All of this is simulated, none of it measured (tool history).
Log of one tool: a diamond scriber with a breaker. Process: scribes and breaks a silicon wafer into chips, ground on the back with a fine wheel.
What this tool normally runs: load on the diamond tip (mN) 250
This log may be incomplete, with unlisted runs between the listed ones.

run    hour  load on the diamond tip (mN)  incoming depth of the damage left on the back of the incoming wafer, um  depth of the median crack under the scribed line (um)  chips rejected at inspection after the break (%)
  1       0                           250                                                                     2.95                                                   8.56                                              6.13
  2    54.5                           250                                                                     2.54                                                   8.59                                               4.5
  3   104.9                           250                                                                     2.36                                                    9.1                                               4.2
  4   252.9                           209                                                                     1.69                                                   7.88                                              2.73
  5   278.9                           250                                                                     2.48                                                   8.64                                               4.7
  6   307.5                           250                                                                     2.07                                                   8.83                                              3.47
  7   362.6                           250                                                                     2.32                                                   8.68                                              4.05
  8   395.3                           250                                                                     2.96                                                   8.69                                              6.89
  9   457.6                           250                                                                     1.81                                                   8.79                                              3.22
 10   502.7                           288                                                                     1.63                                                   9.44                                              6.28
 11   559.3                           288                                                                     2.57                                                   9.86                                              7.78
 12   585.4                           288                                                                     2.32                                                   9.62                                               7.3
      630.9  -- diamond tip replaced by a new one
 13     648                           309                                                                      2.5                                                  10.04                                              9.68
 14     717                           309                                                                     2.19                                                   10.3                                              9.87
 15     767                           309                                                                     2.11                                                  10.32                                              9.53
      818.6  -- load on the tip recalibrated
 16     821                           250                                                                     2.37                                                   8.12                                              3.98
 17     853                           250                                                                     2.94                                                   8.07                                              6.41
 18   908.1                           250                                                                     2.89                                                   8.45                                              5.73
 19   937.7                           250                                                                     2.81                                                   8.54                                              5.55
 20   985.8                           202                                                                      2.3                                                   7.12                                              6.78
 21  1020.5                           311                                                                     2.26                                                  10.14                                              8.01
 22  1090.3                           188                                                                     2.12                                                   6.94                                              7.34
 23  1117.5                           205                                                                     2.59                                                   7.21                                              7.02
 24    1146                           184                                                                     2.59                                                   6.74                                             11.32
 25  1207.9                           320                                                                     1.85                                                  10.26                                              9.84
 26  1246.1                           322                                                                     1.92                                                  10.37                                               9.7
 27  1293.5                           183                                                                     1.78                                                   6.81                                              5.94
 28    1322                           288                                                                     1.76                                                   9.45                                              5.78
       1374  -- diamond tip replaced by a new one
 29  1378.4                           219                                                                     2.77                                                   7.53                                              6.22
 30  1574.4                           250                                                                     1.92                                                   8.68                                              3.47
 31  1642.8                           205                                                                     1.54                                                    7.4                                               2.5
 32  1669.5                           199                                                                     1.86                                                   7.48                                              3.63
 33  1732.9                           269                                                                     2.69                                                   9.35                                              6.64
 34  1760.6                           250                                                                      2.1                                                   9.07                                              4.08
 35  1817.4                           250                                                                     2.63                                                   8.93                                              5.38
 36  1851.7                           206                                                                     2.45                                                    7.7                                              5.23
 37  1881.7                           226                                                                     1.51                                                   8.18                                              2.13

Each row is a separate what-if for the run after 37, all from the same tool condition, not one after another. Results?
  A  1882.3                           299                                                                     2.49                                                      ?                                                 ?
  B  1882.3                           227                                                                     2.49                                                      ?                                                 ?
  C  1882.3                           181                                                                     2.49                                                      ?                                                 ?

run  depth of the median crack under the scribed line (um)  chips rejected at inspection after the break (%)
  A                                                  10.05                                              9.83
  B                                                   8.21                                              4.54
  C                                                   6.91                                              8.72
Without the tool's hidden state the same runs would have given:
run  depth of the median crack under the scribed line (um)  chips rejected at inspection after the break (%)
  A                                                   9.05                                              5.77
  B                                                   7.39                                              6.14
  C                                                   6.22                                             15.11
